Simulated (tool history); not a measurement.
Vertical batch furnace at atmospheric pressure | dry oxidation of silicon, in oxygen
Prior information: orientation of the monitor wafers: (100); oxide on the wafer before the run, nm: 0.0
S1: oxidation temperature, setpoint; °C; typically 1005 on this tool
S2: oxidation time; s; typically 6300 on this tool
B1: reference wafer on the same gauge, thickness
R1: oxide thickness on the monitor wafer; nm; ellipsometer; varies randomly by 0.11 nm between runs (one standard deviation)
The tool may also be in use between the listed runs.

run	hour	S1	S2	B1	R1
1	0.0	1005	6300	75.48	75.50
2	9.1	1016	6300	75.45	83.62
3	16.4	1016	6300	75.43	83.61
4	25.4	1016	6300	75.41	83.45
5	39.4	1005	8730	75.36	94.24
6	47.9	1005	8730	75.31	94.09
7	62.9	1005	8730	75.31	94.15
8	70.0	1005	7950	75.25	88.15
9	78.3	1005	7950	75.22	88.19
10	91.9	1005	7950	75.22	88.38
11	98.8	1005	6300	75.19	75.05
# hour 114.7: gauge calibrated
# hour 133.6: thermocouples replaced and temperature profile calibrated
12	134.1	1025	4080	75.68	68.06
13	147.0	1024	7470	75.64	100.67
14	153.4	1018	3840	75.60	61.54
# hour 183.5: boat lift adjusted
15	184.0	1014	8100	75.53	97.52
16	188.5	1013	4590	75.53	65.74
17	193.1	1020	8580	75.49	106.89
18	199.6	1005	6300	75.48	75.38
19	217.3	1005	6300	75.43	75.39
20	233.9	993	4320	75.39	51.93

3 ways to go on from here, each from the tool as it stands after run 20. What would each give?
A	238.6	1005	6300	?	?
B	238.6	1023	8490	?	?
C	238.6	997	8250	?	?

run	B1	R1
A	75.36	75.30
B	75.36	108.70
C	75.36	83.93
With the hidden condition removed and each run's random variation left untouched, the same runs would have given:
run	R1
A	75.64
B	109.19
C	84.31
